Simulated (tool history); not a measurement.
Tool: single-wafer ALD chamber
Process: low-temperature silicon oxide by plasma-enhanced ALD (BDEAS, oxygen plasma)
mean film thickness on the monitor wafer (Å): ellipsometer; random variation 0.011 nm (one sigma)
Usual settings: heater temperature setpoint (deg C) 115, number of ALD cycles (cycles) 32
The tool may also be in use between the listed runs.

run	hour	heater temperature setpoint (deg C)	number of ALD cycles (cycles)	wafers since the last listed run	hours since the last thermocouple change	hours since the gauge calibration	read-back reference wafer on the same gauge, thickness_nm	mean film thickness on the monitor wafer (Å)
1	0	111	32	0	1550.4	61	4.54	43.23
2	9.4	115	32	118	1559.8	70.4	4.54	43.05
3	22.3	115	32	162	1572.7	83.3	4.542	43.28
4	39.6	115	32	217	1590	100.6	4.541	43.11
5	47.3	115	32	97	1597.7	108.3	4.54	43.16
# hour 55.8: gauge calibrated
6	59	115	32	147	1609.4	3.2	4.537	42.94
7	71.6	115	32	158	1622	15.8	4.541	43.05
8	86.1	115	28	182	1636.5	30.3	4.538	37.52
9	103.8	111	27	223	1654.2	48	4.54	36.5
10	115.1	105	37	142	1665.5	59.3	4.54	50.88
# hour 128: thermocouple changed; heater temperature recalibrated
11	128.5	115	32	68	0.5	72.7	4.538	43
12	138.5	125	38	126	10.5	82.7	4.541	49.89
13	155.3	120	26	211	27.3	99.5	4.54	34.61
# hour 156: gauge calibrated
14	163.4	115	32	102	35.4	7.4	4.539	43.29
15	175.2	104	35	148	47.2	19.2	4.543	48.16

Forecast each of these 4 alternatives for the next run:
A	175.7	115	32	6	47.7	19.7	?	?
B	175.7	111	36	6	47.7	19.7	?	?
C	175.7	122	36	6	47.7	19.7	?	?
D	175.7	105	26	6	47.7	19.7	?	?

run	read-back reference wafer on the same gauge, thickness_nm	mean film thickness on the monitor wafer (Å)
A	4.54	43.05
B	4.54	48.83
C	4.54	47.72
D	4.54	35.7
Without the tool's hidden state the same runs would have given:
run	mean film thickness on the monitor wafer (Å)
A	43.05
B	48.83
C	47.72
D	35.7
